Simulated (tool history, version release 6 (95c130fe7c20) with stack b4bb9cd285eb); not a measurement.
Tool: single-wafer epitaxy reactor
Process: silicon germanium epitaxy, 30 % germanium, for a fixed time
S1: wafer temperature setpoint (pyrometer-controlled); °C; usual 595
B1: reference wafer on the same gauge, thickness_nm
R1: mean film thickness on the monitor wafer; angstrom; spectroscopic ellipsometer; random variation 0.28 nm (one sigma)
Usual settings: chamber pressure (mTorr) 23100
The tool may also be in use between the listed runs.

{"run": 1, "hour": 0.0, "S1": 595, "chamber pressure (mTorr)": 23100, "B1": 66.39, "R1": 614.16}
{"run": 2, "hour": 11.6, "S1": 595, "chamber pressure (mTorr)": 23100, "B1": 66.394, "R1": 616.94}
{"run": 3, "hour": 25.1, "S1": 595, "chamber pressure (mTorr)": 23100, "B1": 66.51, "R1": 622.52}
{"run": 4, "hour": 42.2, "S1": 595, "chamber pressure (mTorr)": 23100, "B1": 66.386, "R1": 616.36}
{"run": 5, "hour": 57.5, "S1": 595, "chamber pressure (mTorr)": 21000, "B1": 66.476, "R1": 588.34}
{"run": 6, "hour": 66.5, "S1": 595, "chamber pressure (mTorr)": 21000, "B1": 66.42, "R1": 587.74}
{"run": 7, "hour": 84.2, "S1": 595, "chamber pressure (mTorr)": 21000, "B1": 66.461, "R1": 587.77}
{"hour": 101.1, "done": "gauge calibrated"}
{"run": 8, "hour": 110.2, "S1": 599, "chamber pressure (mTorr)": 23100, "B1": 66.313, "R1": 660.34}
{"run": 9, "hour": 119.4, "S1": 599, "chamber pressure (mTorr)": 23100, "B1": 66.367, "R1": 666.37}
{"run": 10, "hour": 127.3, "S1": 595, "chamber pressure (mTorr)": 19200, "B1": 66.454, "R1": 561.37}
{"run": 11, "hour": 165.1, "S1": 595, "chamber pressure (mTorr)": 19200, "B1": 66.407, "R1": 561.07}
{"run": 12, "hour": 172.4, "S1": 595, "chamber pressure (mTorr)": 19200, "B1": 66.509, "R1": 564.23}
{"run": 13, "hour": 222.9, "S1": 595, "chamber pressure (mTorr)": 19100, "B1": 66.48, "R1": 556.37}
{"run": 14, "hour": 233.7, "S1": 602, "chamber pressure (mTorr)": 27100, "B1": 66.461, "R1": 754.64}
{"run": 15, "hour": 241.7, "S1": 583, "chamber pressure (mTorr)": 21200, "B1": 66.427, "R1": 483.09}
{"hour": 252.1, "done": "pyrometer calibrated"}
{"run": 16, "hour": 259.0, "S1": 586, "chamber pressure (mTorr)": 26100, "B1": 66.39, "R1": 529.28}
{"run": 17, "hour": 270.9, "S1": 595, "chamber pressure (mTorr)": 23100, "B1": 66.456, "R1": 578.51}
{"run": 18, "hour": 277.3, "S1": 595, "chamber pressure (mTorr)": 23100, "B1": 66.418, "R1": 582.16}
{"hour": 289.1, "done": "capacitance manometer re-zeroed and calibrated"}
{"hour": 294.7, "done": "showerhead replaced, of another model than before"}
{"run": 19, "hour": 329.2, "S1": 609, "chamber pressure (mTorr)": 27400, "B1": 66.356, "R1": 784.33}
{"run": 20, "hour": 340.4, "S1": 605, "chamber pressure (mTorr)": 26700, "B1": 66.51, "R1": 727.15}
{"run": 21, "hour": 356.1, "S1": 595, "chamber pressure (mTorr)": 23100, "B1": 66.384, "R1": 587.1}
{"run": 22, "hour": 371.6, "S1": 583, "chamber pressure (mTorr)": 28600, "B1": 66.405, "R1": 513.39}
{"run": 23, "hour": 387.7, "S1": 602, "chamber pressure (mTorr)": 19700, "B1": 66.343, "R1": 627.51}
{"run": 24, "hour": 402.2, "S1": 602, "chamber pressure (mTorr)": 19700, "B1": 66.36, "R1": 629.41}

Run 25 comes next. What will it give?
{"run": 25, "hour": 410.9, "S1": 590, "chamber pressure (mTorr)": 18300, "B1": "?", "R1": "?"}

Run 25 gave B1 66.435, R1 503.61 angstrom.
Without the tool's hidden state the same run would have given R1 493.39 angstrom.
